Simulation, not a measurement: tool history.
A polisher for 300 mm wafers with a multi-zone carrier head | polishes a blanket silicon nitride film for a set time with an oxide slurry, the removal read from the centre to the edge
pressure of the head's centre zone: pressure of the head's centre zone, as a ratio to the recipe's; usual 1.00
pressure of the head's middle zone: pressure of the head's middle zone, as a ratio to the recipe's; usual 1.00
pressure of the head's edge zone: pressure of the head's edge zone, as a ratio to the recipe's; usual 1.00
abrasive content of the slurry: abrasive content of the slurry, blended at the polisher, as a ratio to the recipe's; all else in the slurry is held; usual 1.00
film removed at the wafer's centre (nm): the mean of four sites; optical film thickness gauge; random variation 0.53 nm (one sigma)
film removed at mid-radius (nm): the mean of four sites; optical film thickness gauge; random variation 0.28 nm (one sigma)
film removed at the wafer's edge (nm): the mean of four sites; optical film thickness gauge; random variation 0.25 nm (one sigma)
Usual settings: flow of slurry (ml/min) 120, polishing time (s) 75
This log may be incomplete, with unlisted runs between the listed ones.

| run | hour | flow of slurry (ml/min) | pressure of the head's centre zone | pressure of the head's middle zone | pressure of the head's edge zone | abrasive content of the slurry | polishing time (s) | wafers since the last listed run | wafers polished on this pad | hours since the slurry nozzle was cleaned | hours since the centre zone pressure was calibrated | hours since the edge zone pressure was calibrated | hours since the carrier head's membrane was replaced | incoming thickness of the incoming film, nm | film removed at the wafer's centre (nm) | film removed at mid-radius (nm) | film removed at the wafer's edge (nm) |
|---|---|---|---|---|---|---|---|---|---|---|---|---|---|---|---|---|---|
| 1 | 0.0 | 120 | 1.00 | 1.00 | 1.00 | 1.00 | 75 | 0 | 1877 | 9.5 | 46.1 | 573.2 | 610.9 | 600.3 | 34.8 | 38.5 | 38.4 |
| 2 | 53.1 | 120 | 1.00 | 1.00 | 1.08 | 1.00 | 75 | 342 | 2220 | 62.6 | 99.2 | 626.3 | 664.0 | 589.7 | 35.0 | 38.3 | 39.5 |
| 3 | 109.8 | 120 | 1.00 | 1.00 | 1.08 | 1.00 | 75 | 365 | 2585 | 119.3 | 155.9 | 683.0 | 720.7 | 588.1 | 34.2 | 37.9 | 38.9 |
| 4 | 193.5 | 120 | 1.00 | 1.00 | 1.00 | 1.00 | 75 | 540 | 3126 | 203.0 | 239.6 | 766.7 | 804.4 | 596.2 | 34.8 | 38.5 | 37.5 |
|  | 248.8 | worn pad replaced by a new one |
| 5 | 257.1 | 120 | 1.00 | 1.00 | 1.00 | 1.15 | 91 | 384 | 53 | 266.6 | 303.2 | 830.3 | 868.0 | 592.0 | 44.2 | 50.1 | 49.2 |
| 6 | 336.3 | 120 | 1.00 | 1.00 | 1.00 | 1.00 | 67 | 511 | 564 | 345.8 | 382.4 | 909.5 | 947.2 | 597.8 | 30.1 | 34.9 | 34.1 |
|  | 346.8 | edge zone pressure recalibrated |
| 7 | 377.7 | 120 | 1.00 | 1.00 | 1.00 | 1.00 | 75 | 254 | 818 | 387.2 | 423.8 | 30.9 | 988.6 | 584.6 | 33.8 | 38.1 | 38.2 |
| 8 | 483.7 | 120 | 1.00 | 1.00 | 1.03 | 1.00 | 75 | 684 | 1502 | 493.2 | 529.8 | 136.9 | 1094.6 | 584.3 | 34.5 | 38.4 | 38.1 |
|  | 560.1 | centre zone pressure recalibrated, repeated, since the last time left the tool worse |
| 9 | 587.1 | 120 | 1.00 | 1.00 | 1.00 | 1.00 | 82 | 654 | 2157 | 596.6 | 27.0 | 240.3 | 1198.0 | 589.1 | 42.7 | 42.4 | 41.6 |
| 10 | 680.8 | 150 | 1.00 | 0.92 | 1.00 | 1.00 | 75 | 604 | 2761 | 690.3 | 120.7 | 334.0 | 1291.7 | 587.5 | 40.3 | 37.7 | 39.0 |
|  | 726.9 | slurry nozzle cleaned |
| 11 | 731.0 | 120 | 1.06 | 1.00 | 0.97 | 1.00 | 75 | 317 | 3079 | 4.1 | 170.9 | 384.2 | 1341.9 | 579.3 | 40.1 | 38.4 | 37.5 |
|  | 761.4 | worn pad replaced by a new one |
| 12 | 811.9 | 120 | 1.00 | 1.00 | 1.00 | 1.00 | 75 | 496 | 326 | 85.0 | 251.8 | 465.1 | 1422.8 | 587.9 | 39.3 | 38.4 | 37.9 |
| 13 | 855.2 | 120 | 0.92 | 1.00 | 1.00 | 1.00 | 98 | 279 | 605 | 128.3 | 295.1 | 508.4 | 1466.1 | 590.2 | 46.4 | 50.3 | 50.2 |
| 14 | 956.3 | 85 | 1.00 | 1.00 | 1.09 | 1.00 | 75 | 652 | 1257 | 229.4 | 396.2 | 609.5 | 1567.2 | 583.1 | 35.7 | 36.0 | 37.7 |
| 15 | 1008.4 | 120 | 0.92 | 1.00 | 1.00 | 0.75 | 85 | 336 | 1594 | 281.5 | 448.3 | 661.6 | 1619.3 | 595.4 | 35.5 | 37.2 | 36.4 |
|  | 1201.8 | carrier head's membrane replaced by a new one |
|  | 1232.6 | edge zone pressure recalibrated |
| 16 | 1321.7 | 120 | 0.90 | 1.00 | 1.00 | 1.00 | 75 | 1976 | 3570 | 594.8 | 761.6 | 89.1 | 119.9 | 578.7 | 35.3 | 38.1 | 38.0 |
|  | 1375.6 | worn pad replaced by a new one |
| 17 | 1409.0 | 80 | 1.00 | 0.94 | 1.11 | 0.80 | 75 | 537 | 215 | 682.1 | 848.9 | 176.4 | 207.2 | 585.5 | 30.8 | 29.5 | 33.4 |
|  | 1453.2 | slurry nozzle cleaned |
| 18 | 1474.4 | 85 | 1.00 | 1.00 | 1.00 | 1.00 | 75 | 415 | 631 | 21.2 | 914.3 | 241.8 | 272.6 | 584.3 | 34.2 | 35.8 | 35.5 |
| 19 | 1557.7 | 120 | 1.00 | 1.00 | 1.00 | 1.30 | 75 | 537 | 1168 | 104.5 | 997.6 | 325.1 | 355.9 | 591.2 | 41.6 | 43.6 | 43.4 |
| 20 | 1600.1 | 120 | 1.06 | 1.00 | 1.10 | 1.00 | 75 | 273 | 1442 | 146.9 | 1040.0 | 367.5 | 398.3 | 585.1 | 39.7 | 37.9 | 39.3 |
|  | 1656.3 | centre zone pressure recalibrated |
|  | 1860.4 | worn pad replaced by a new one |
| 21 | 1899.6 | 120 | 1.00 | 1.00 | 1.00 | 1.00 | 99 | 1893 | 252 | 446.4 | 243.3 | 667.0 | 697.8 | 591.8 | 51.2 | 50.6 | 50.3 |

Each row is a separate what-if for the run after 21, all from the same tool condition, not one after another. Results?
| A | 1900.0 | 120 | 1.00 | 1.00 | 1.00 | 1.00 | 75 | 2 | 255 | 446.8 | 243.7 | 667.4 | 698.2 | 589.5 | ? | ? | ? |
| B | 1900.0 | 120 | 1.00 | 1.00 | 1.00 | 1.00 | 49 | 2 | 255 | 446.8 | 243.7 | 667.4 | 698.2 | 589.5 | ? | ? | ? |
| C | 1900.0 | 120 | 1.00 | 0.95 | 1.00 | 1.10 | 75 | 2 | 255 | 446.8 | 243.7 | 667.4 | 698.2 | 589.5 | ? | ? | ? |
| D | 1900.0 | 145 | 1.00 | 1.00 | 1.03 | 1.00 | 75 | 2 | 255 | 446.8 | 243.7 | 667.4 | 698.2 | 589.5 | ? | ? | ? |

| run | film removed at the wafer's centre (nm) | film removed at mid-radius (nm) | film removed at the wafer's edge (nm) |
|---|---|---|---|
| A | 38.5 | 38.2 | 37.7 |
| B | 25.2 | 25.0 | 24.7 |
| C | 40.3 | 38.6 | 39.5 |
| D | 40.1 | 39.5 | 39.2 |
Stripped of hidden state, with their random variation kept, the same runs would have yielded:
| run | film removed at the wafer's centre (nm) | film removed at mid-radius (nm) | film removed at the wafer's edge (nm) |
|---|---|---|---|
| A | 38.5 | 38.2 | 37.7 |
| B | 25.1 | 25.0 | 24.7 |
| C | 40.3 | 38.6 | 39.5 |
| D | 40.0 | 39.5 | 39.2 |
